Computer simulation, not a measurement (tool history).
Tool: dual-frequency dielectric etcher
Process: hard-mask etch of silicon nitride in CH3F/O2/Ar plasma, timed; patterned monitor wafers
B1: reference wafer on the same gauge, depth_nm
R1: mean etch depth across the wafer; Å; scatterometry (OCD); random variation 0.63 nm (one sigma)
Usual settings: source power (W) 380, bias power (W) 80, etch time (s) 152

run 1 day=0 | source_power_(W)=380 bias_power_(W)=80 etch_time_(s)=152 | B1=109.3 | R1=975
run 2 day=0.329 | source_power_(W)=380 bias_power_(W)=80 etch_time_(s)=152 | B1=108.9 | R1=974
run 3 day=0.746 | source_power_(W)=380 bias_power_(W)=75 etch_time_(s)=187 | B1=109 | R1=1152
run 4 day=1.375 | source_power_(W)=380 bias_power_(W)=75 etch_time_(s)=187 | B1=109 | R1=1147
run 5 day=1.842 | source_power_(W)=380 bias_power_(W)=80 etch_time_(s)=152 | B1=108.9 | R1=960
-- day=3.042 upper electrode replaced
run 6 day=3.062 | source_power_(W)=380 bias_power_(W)=80 etch_time_(s)=152 | B1=109.2 | R1=959
run 7 day=3.075 | source_power_(W)=380 bias_power_(W)=80 etch_time_(s)=152 | B1=108.9 | R1=963
run 8 day=3.45 | source_power_(W)=400 bias_power_(W)=80 etch_time_(s)=134 | B1=109 | R1=860
run 9 day=3.879 | source_power_(W)=380 bias_power_(W)=71 etch_time_(s)=152 | B1=108.8 | R1=903
run 10 day=4.229 | source_power_(W)=380 bias_power_(W)=71 etch_time_(s)=152 | B1=109 | R1=883
run 11 day=4.85 | source_power_(W)=290 bias_power_(W)=90 etch_time_(s)=152 | B1=108.9 | R1=981
run 12 day=5.412 | source_power_(W)=380 bias_power_(W)=88 etch_time_(s)=182 | B1=109.2 | R1=1209
run 13 day=6.033 | source_power_(W)=420 bias_power_(W)=66 etch_time_(s)=170 | B1=109.3 | R1=970
run 14 day=6.671 | source_power_(W)=320 bias_power_(W)=80 etch_time_(s)=187 | B1=109 | R1=1124
-- day=6.983 source power generator calibrated
run 15 day=7.004 | source_power_(W)=380 bias_power_(W)=80 etch_time_(s)=152 | B1=108.9 | R1=948
run 16 day=7.462 | source_power_(W)=380 bias_power_(W)=63 etch_time_(s)=190 | B1=108.9 | R1=1033
-- day=8.962 wet clean of the chamber
run 17 day=8.983 | source_power_(W)=420 bias_power_(W)=66 etch_time_(s)=170 | B1=109.1 | R1=1029
run 18 day=9.304 | source_power_(W)=350 bias_power_(W)=80 etch_time_(s)=152 | B1=108.9 | R1=988
-- day=9.5 bias power generator calibrated
run 19 day=9.662 | source_power_(W)=380 bias_power_(W)=69 etch_time_(s)=152 | B1=109.1 | R1=921
-- day=10.45 gauge calibrated
run 20 day=10.617 | source_power_(W)=420 bias_power_(W)=80 etch_time_(s)=194 | B1=109 | R1=1293
run 21 day=11.208 | source_power_(W)=340 bias_power_(W)=61 etch_time_(s)=152 | B1=109 | R1=836
run 22 day=11.592 | source_power_(W)=380 bias_power_(W)=80 etch_time_(s)=193.5 | B1=109.2 | R1=1256
run 23 day=12.096 | source_power_(W)=380 bias_power_(W)=80 etch_time_(s)=152 | B1=109.1 | R1=999
run 24 day=12.588 | source_power_(W)=380 bias_power_(W)=80 etch_time_(s)=130 | B1=108.9 | R1=847
run 25 day=12.946 | source_power_(W)=340 bias_power_(W)=92 etch_time_(s)=107.5 | B1=109 | R1=735
run 26 day=13.592 | source_power_(W)=380 bias_power_(W)=80 etch_time_(s)=152 | B1=108.8 | R1=992
run 27 day=14.271 | source_power_(W)=300 bias_power_(W)=80 etch_time_(s)=182.5 | B1=109 | R1=1124
run 28 day=14.754 | source_power_(W)=380 bias_power_(W)=95 etch_time_(s)=196 | B1=109.2 | R1=1397
run 29 day=15.321 | source_power_(W)=460 bias_power_(W)=80 etch_time_(s)=152 | B1=109.1 | R1=1016

5 ways to go on from here, each from the tool as it stands after run 29. What would each give?
run A day=15.342 | source_power_(W)=380 bias_power_(W)=80 etch_time_(s)=152 | B1=? | R1=?
run B day=15.342 | source_power_(W)=420 bias_power_(W)=80 etch_time_(s)=119 | B1=? | R1=?
run C day=15.342 | source_power_(W)=380 bias_power_(W)=93 etch_time_(s)=196 | B1=? | R1=?
run D day=15.342 | source_power_(W)=340 bias_power_(W)=63 etch_time_(s)=109 | B1=? | R1=?
run E day=15.342 | source_power_(W)=280 bias_power_(W)=91 etch_time_(s)=117.5 | B1=? | R1=?

run=A B1=109 R1=977
run=B B1=109 R1=781
run=C B1=109 R1=1370
run=D B1=109 R1=596
run=E B1=109 R1=768
Without the tool's hidden state the same runs would have given:
run=A R1=997
run=B R1=796
run=C R1=1397
run=D R1=608
run=E R1=783

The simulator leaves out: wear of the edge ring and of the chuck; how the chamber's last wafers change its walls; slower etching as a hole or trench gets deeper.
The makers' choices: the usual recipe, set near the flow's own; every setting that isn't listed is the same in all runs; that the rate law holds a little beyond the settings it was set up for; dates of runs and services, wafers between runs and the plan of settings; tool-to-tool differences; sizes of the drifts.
